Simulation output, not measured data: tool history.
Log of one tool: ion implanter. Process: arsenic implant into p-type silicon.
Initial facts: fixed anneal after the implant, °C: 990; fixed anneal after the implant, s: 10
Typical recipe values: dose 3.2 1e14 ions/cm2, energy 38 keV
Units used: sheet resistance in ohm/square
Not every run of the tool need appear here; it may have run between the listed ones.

| run | day | dose | energy | read-back reference wafer on the same gauge, sheet resistance | sheet resistance |
|---|---|---|---|---|---|
| 1 | 0 | 2.76 | 38 | 272.72 | 285.18 |
| 2 | 0.512 | 2.76 | 38 | 272.9 | 284.26 |
| 3 | 1.683 | 2.76 | 38 | 272.98 | 285.64 |
| 4 | 2.6 | 3.2 | 38 | 272.87 | 256.27 |
| 5 | 3.617 | 3.2 | 38 | 273.04 | 256.24 |
| 6 | 4.317 | 3.2 | 38 | 272.81 | 255.94 |
| 7 | 5.458 | 2.92 | 38 | 272.89 | 273.69 |
| 8 | 5.958 | 2.92 | 38 | 273.05 | 273.71 |
| 9 | 6.508 | 3.2 | 38 | 272.98 | 256.27 |
| 10 | 7.621 | 3.9 | 38 | 272.83 | 221.32 |
|  | 7.912 | gauge calibrated |
|  | 8.012 | extraction supply calibrated |
| 11 | 8.15 | 3.9 | 38 | 272.87 | 221.3 |
| 12 | 8.779 | 3.2 | 38 | 272.89 | 255.87 |
|  | 9.321 | Faraday cup replaced and dose calibrated |
| 13 | 10.071 | 3.48 | 26.5 | 272.86 | 262.74 |
| 14 | 11 | 3.68 | 29.5 | 273.17 | 247.94 |
| 15 | 12.371 | 2.49 | 25 | 273.12 | 339.6 |
| 16 | 13.121 | 3.2 | 38 | 273.04 | 264.47 |
| 17 | 14.238 | 3.68 | 31.5 | 272.96 | 244.8 |
| 18 | 15.504 | 3.95 | 43 | 272.97 | 221.6 |
| 19 | 18.129 | 3.2 | 38 | 272.96 | 263.37 |
| 20 | 19.079 | 2.4 | 45.5 | 273.17 | 316 |
|  | 19.304 | gauge calibrated |
| 21 | 19.683 | 4.14 | 33 | 273.15 | 221.58 |
| 22 | 20.362 | 3.2 | 45 | 272.92 | 255.77 |

What would each run have given without the hidden state, its run-to-run variation left as it was?
Unlogged tool condition in this case: deviation of the true dose from the Faraday cup's reading, %; deviation of the true energy from its setpoint, %; gauge reads high (%).
| run | sheet resistance |
|---|---|
| 1 | 295.2 |
| 2 | 294.25 |
| 3 | 295.71 |
| 4 | 265.38 |
| 5 | 265.36 |
| 6 | 265.07 |
| 7 | 283.42 |
| 8 | 283.45 |
| 9 | 265.44 |
| 10 | 229.32 |
| 11 | 229.3 |
| 12 | 265.06 |
| 13 | 262.7 |
| 14 | 248.16 |
| 15 | 340.42 |
| 16 | 265.31 |
| 17 | 245.87 |
| 18 | 222.86 |
| 19 | 265.49 |
| 20 | 318.75 |
| 21 | 223.68 |
| 22 | 258.32 |

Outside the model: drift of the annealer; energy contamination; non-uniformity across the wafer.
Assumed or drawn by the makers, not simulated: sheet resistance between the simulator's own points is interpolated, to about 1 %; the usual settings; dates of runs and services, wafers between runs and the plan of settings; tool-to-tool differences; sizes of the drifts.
